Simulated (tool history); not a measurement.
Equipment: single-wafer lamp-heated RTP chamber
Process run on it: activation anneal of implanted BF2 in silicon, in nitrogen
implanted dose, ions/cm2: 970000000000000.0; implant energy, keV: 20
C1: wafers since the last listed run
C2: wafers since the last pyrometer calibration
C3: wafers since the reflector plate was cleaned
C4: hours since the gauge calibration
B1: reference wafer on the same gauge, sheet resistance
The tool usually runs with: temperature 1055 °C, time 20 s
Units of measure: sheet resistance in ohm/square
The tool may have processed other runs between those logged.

Run 1, day 0: usual settings but time 24 s; C1 0; C2 1981; C3 4; C4 1362.9; B1 118.93. Result: sheet resistance 140.36 ohm/square.
Run 2, day 2.517: usual settings but temperature 1077 °C, time 13 s; C1 557; C2 2538; C3 561; C4 1423.3; B1 119.09. Result: sheet resistance 138.8 ohm/square.
Run 3, day 5.346: usual settings but temperature 1077 °C, time 13 s; C1 626; C2 3164; C3 1188; C4 1491.2; B1 119.06. Result: sheet resistance 138.14 ohm/square.
Run 4, day 8.488: usual settings but temperature 1077 °C, time 13 s; C1 695; C2 3860; C3 1883; C4 1566.6; B1 118.99. Result: sheet resistance 137.8 ohm/square.
Run 5, day 12.529: usual settings but time 26 s; C1 894; C2 4754; C3 2778; C4 1663.6; B1 119.03. Result: sheet resistance 136.96 ohm/square.
Run 6, day 15.592: usual settings but time 26 s; C1 677; C2 5432; C3 3456; C4 1737.1; B1 118.99. Result: sheet resistance 136.84 ohm/square.
Run 7, day 18.529: usual settings; C1 650; C2 6082; C3 4106; C4 1807.6; B1 118.85. Result: sheet resistance 141.27 ohm/square.
Run 8, day 20.029: usual settings but time 15 s; C1 332; C2 6414; C3 4438; C4 1843.6; B1 119.17. Result: sheet resistance 142.99 ohm/square.
At day 23.683: pyrometer window cleaned and pyrometer calibrated.
Run 9, day 23.704: usual settings but time 15 s; C1 739; C2 4; C3 5177; C4 1931.8; B1 118.94. Result: sheet resistance 141.84 ohm/square.
At day 28.3: gauge calibrated.
Run 10, day 29.304: usual settings but time 15 s; C1 1239; C2 1244; C3 6417; C4 24.1; B1 118.91. Result: sheet resistance 144.06 ohm/square.
At day 31.317: reflector plate cleaned.
Run 11, day 31.554: usual settings; C1 424; C2 1668; C3 52; C4 78.1; B1 119.09. Result: sheet resistance 141.98 ohm/square.
Run 12, day 33.408: usual settings; C1 410; C2 2078; C3 463; C4 122.6; B1 119.14. Result: sheet resistance 142.43 ohm/square.
Run 13, day 36.65: usual settings; C1 717; C2 2796; C3 1180; C4 200.4; B1 118.97. Result: sheet resistance 142.04 ohm/square.
Run 14, day 39.25: usual settings; C1 575; C2 3372; C3 1756; C4 262.8; B1 118.91. Result: sheet resistance 141.35 ohm/square.
Run 15, day 43.675: usual settings but temperature 1039 °C, time 8 s; C1 979; C2 4351; C3 2735; C4 369; B1 118.89. Result: sheet resistance 165.9 ohm/square.
Run 16, day 45.6: usual settings but time 31 s; C1 426; C2 4777; C3 3161; C4 415.2; B1 118.88. Result: sheet resistance 134.5 ohm/square.
Run 17, day 48.704: usual settings but temperature 1034 °C, time 9 s; C1 687; C2 5464; C3 3848; C4 489.7; B1 118.86. Result: sheet resistance 168.17 ohm/square.
At day 49.821: pyrometer window cleaned and pyrometer calibrated.
Run 18, day 51.421: usual settings but temperature 1047 °C; C1 527; C2 354; C3 4376; C4 554.9; B1 118.95. Result: sheet resistance 144.22 ohm/square.
Run 19, day 54.196: usual settings but temperature 1083 °C; C1 614; C2 968; C3 4990; C4 621.5; B1 119.15. Result: sheet resistance 128.05 ohm/square.
Run 20, day 57.921: usual settings but temperature 1038 °C, time 31 s; C1 824; C2 1792; C3 5815; C4 710.9; B1 118.91. Result: sheet resistance 141.59 ohm/square.
At day 59.008: reflector plate cleaned.
Run 21, day 62.183: usual settings; C1 869; C2 2662; C3 703; C4 813.2; B1 119.12. Result: sheet resistance 142.36 ohm/square.
Run 22, day 66.654: usual settings; C1 989; C2 3652; C3 1692; C4 920.5; B1 119.2. Result: sheet resistance 142.32 ohm/square.
Run 23, day 70.583: usual settings but temperature 1080 °C; C1 869; C2 4521; C3 2562; C4 1014.8; B1 119.1. Result: sheet resistance 128.63 ohm/square.
Run 24, day 72.454: usual settings but time 12 s; C1 414; C2 4936; C3 2976; C4 1059.7; B1 118.91. Result: sheet resistance 149.27 ohm/square.
Run 25, day 75.95: usual settings but time 29 s; C1 773; C2 5709; C3 3750; C4 1143.6; B1 119.12. Result: sheet resistance 134.74 ohm/square.
At day 79.308: pyrometer window cleaned and pyrometer calibrated.
Run 26, day 79.667: usual settings but temperature 1028 °C, time 29 s; C1 748; C2 79; C3 4499; C4 1232.8; B1 119.18. Result: sheet resistance 147.94 ohm/square.
Run 27, day 81.85: usual settings but temperature 1030 °C, time 16 s; C1 483; C2 562; C3 4982; C4 1285.2; B1 118.96. Result: sheet resistance 158.73 ohm/square.
Run 28, day 84.129: usual settings but temperature 1029 °C, time 12 s; C1 504; C2 1067; C3 5486; C4 1339.9; B1 118.96. Result: sheet resistance 164.41 ohm/square.
Run 29, day 86.496: usual settings but temperature 1082 °C; C1 523; C2 1591; C3 6010; C4 1396.7; B1 118.84. Result: sheet resistance 126.09 ohm/square.
At day 88.958: reflector plate cleaned.
Run 30, day 97.983: usual settings but time 16 s; C1 2468; C2 4060; C3 1997; C4 1672.4; B1 119.2. Result: sheet resistance 145.25 ohm/square.
Run 31, day 101.929: usual settings but temperature 1071 °C, time 12 s; C1 873; C2 4933; C3 2871; C4 1767.1; B1 118.98. Result: sheet resistance 139.38 ohm/square.
Run 32, day 105.642: usual settings but temperature 1065 °C, time 10 s; C1 821; C2 5755; C3 3692; C4 1856.2; B1 118.99. Result: sheet resistance 147.39 ohm/square.
Run 33, day 108.021: usual settings but time 28 s; C1 526; C2 6281; C3 4219; C4 1913.3; B1 119.05. Result: sheet resistance 135.81 ohm/square.
At day 110.454: pyrometer window cleaned and pyrometer calibrated.
Run 34, day 110.475: usual settings but time 23 s; C1 469; C2 4; C3 4688; C4 1972.2; B1 118.95. Result: sheet resistance 135.58 ohm/square.
Run 35, day 114.667: usual settings; C1 927; C2 932; C3 5616; C4 2072.8; B1 118.82. Result: sheet resistance 138.93 ohm/square.
At day 115.021: reflector plate cleaned.
Run 36, day 118.288: usual settings; C1 727; C2 1660; C3 722; C4 2159.7; B1 119. Result: sheet resistance 143.29 ohm/square.
Run 37, day 121.088: usual settings but temperature 1067 °C; C1 619; C2 2279; C3 1342; C4 2226.9; B1 118.9. Result: sheet resistance 135.96 ohm/square.

Hidden state or all else? Some run-to-run changes of sheet resistance, split into what the settings, what came in and random variation would give without the hidden state, and what is left for the hidden state (with any gauge scatter that isn't in both results):
Unlogged tool condition in this case: true wafer temperature minus pyrometer reading, K; wafer temperature error from the tarnished reflector plate, K; gauge reads high (%).
Run 10 -> 11: time 15 -> 20, reflector plate cleaned. sheet resistance -2.08 ohm/square: hidden state +3.92, all else -6.
Run 15 -> 16: temperature 1039 -> 1055, time 8 -> 31. sheet resistance -31.4 ohm/square: hidden state +0.9, all else -32.3.
Run 16 -> 17: temperature 1055 -> 1034, time 31 -> 9. sheet resistance +33.67 ohm/square: hidden state -2.3, all else +35.97.
Run 28 -> 29: temperature 1029 -> 1082, time 12 -> 20. sheet resistance -38.32 ohm/square: hidden state +3.51, all else -41.83.
Run 35 -> 36: reflector plate cleaned. sheet resistance +4.36 ohm/square: hidden state +3.4, all else +0.96.

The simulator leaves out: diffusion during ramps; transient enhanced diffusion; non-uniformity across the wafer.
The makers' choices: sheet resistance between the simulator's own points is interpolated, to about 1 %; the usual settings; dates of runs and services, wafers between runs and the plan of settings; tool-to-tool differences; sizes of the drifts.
